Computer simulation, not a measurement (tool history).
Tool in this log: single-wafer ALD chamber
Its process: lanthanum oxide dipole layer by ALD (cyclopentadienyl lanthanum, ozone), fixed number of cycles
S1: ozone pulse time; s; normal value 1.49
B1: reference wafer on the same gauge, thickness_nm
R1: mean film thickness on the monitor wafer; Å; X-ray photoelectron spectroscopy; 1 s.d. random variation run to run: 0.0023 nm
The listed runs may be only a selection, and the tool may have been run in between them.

| run | hour | S1 | B1 | R1 |
|---|---|---|---|---|
| 1 | 0.0 | 1.80 | 0.492 | 5.71 |
| 2 | 65.7 | 1.80 | 0.491 | 5.76 |
| 3 | 114.3 | 1.80 | 0.492 | 5.75 |
|  | 126.0 | ozone generator serviced |
| 4 | 172.6 | 1.49 | 0.492 | 5.66 |
| 5 | 238.1 | 1.49 | 0.492 | 5.62 |
| 6 | 306.4 | 1.94 | 0.492 | 5.77 |
| 7 | 337.7 | 1.83 | 0.492 | 5.74 |
| 8 | 402.8 | 1.83 | 0.492 | 5.72 |
| 9 | 462.6 | 1.83 | 0.492 | 5.73 |
| 10 | 518.8 | 1.33 | 0.492 | 5.59 |
| 11 | 586.9 | 1.33 | 0.492 | 5.56 |
| 12 | 639.9 | 1.49 | 0.492 | 5.63 |
| 13 | 701.1 | 1.49 | 0.492 | 5.61 |
|  | 728.4 | gauge calibrated |
| 14 | 771.9 | 1.49 | 0.492 | 5.60 |
| 15 | 830.8 | 1.49 | 0.492 | 5.63 |
|  | 857.9 | thermocouple changed; heater temperature recalibrated |
| 16 | 868.6 | 1.49 | 0.492 | 5.63 |
| 17 | 928.2 | 1.15 | 0.492 | 5.45 |
| 18 | 1122.7 | 1.49 | 0.492 | 5.68 |
| 19 | 1181.7 | 1.81 | 0.492 | 5.70 |
| 20 | 1233.1 | 1.49 | 0.492 | 5.63 |
|  | 1263.9 | ozone generator serviced |
| 21 | 1296.6 | 0.99 | 0.491 | 5.40 |
|  | 1352.2 | showerhead replaced |
| 22 | 1366.5 | 1.49 | 0.492 | 5.66 |
| 23 | 1404.8 | 1.49 | 0.492 | 5.59 |
| 24 | 1459.3 | 1.11 | 0.492 | 5.45 |
| 25 | 1505.4 | 1.70 | 0.492 | 5.72 |
| 26 | 1562.0 | 1.29 | 0.492 | 5.59 |
| 27 | 1612.8 | 0.96 | 0.492 | 5.35 |
| 28 | 1675.7 | 1.49 | 0.492 | 5.62 |
| 29 | 1732.8 | 2.05 | 0.492 | 5.80 |
| 30 | 1759.0 | 1.99 | 0.492 | 5.76 |
| 31 | 1804.6 | 1.33 | 0.492 | 5.59 |

Hidden state, per run?
wafer temperature above the value expected at the setpoint (K): 0 in every run
ozone dose above that of a generator just serviced (%): 0 in every run
gauge reads high (%): 0 in every run
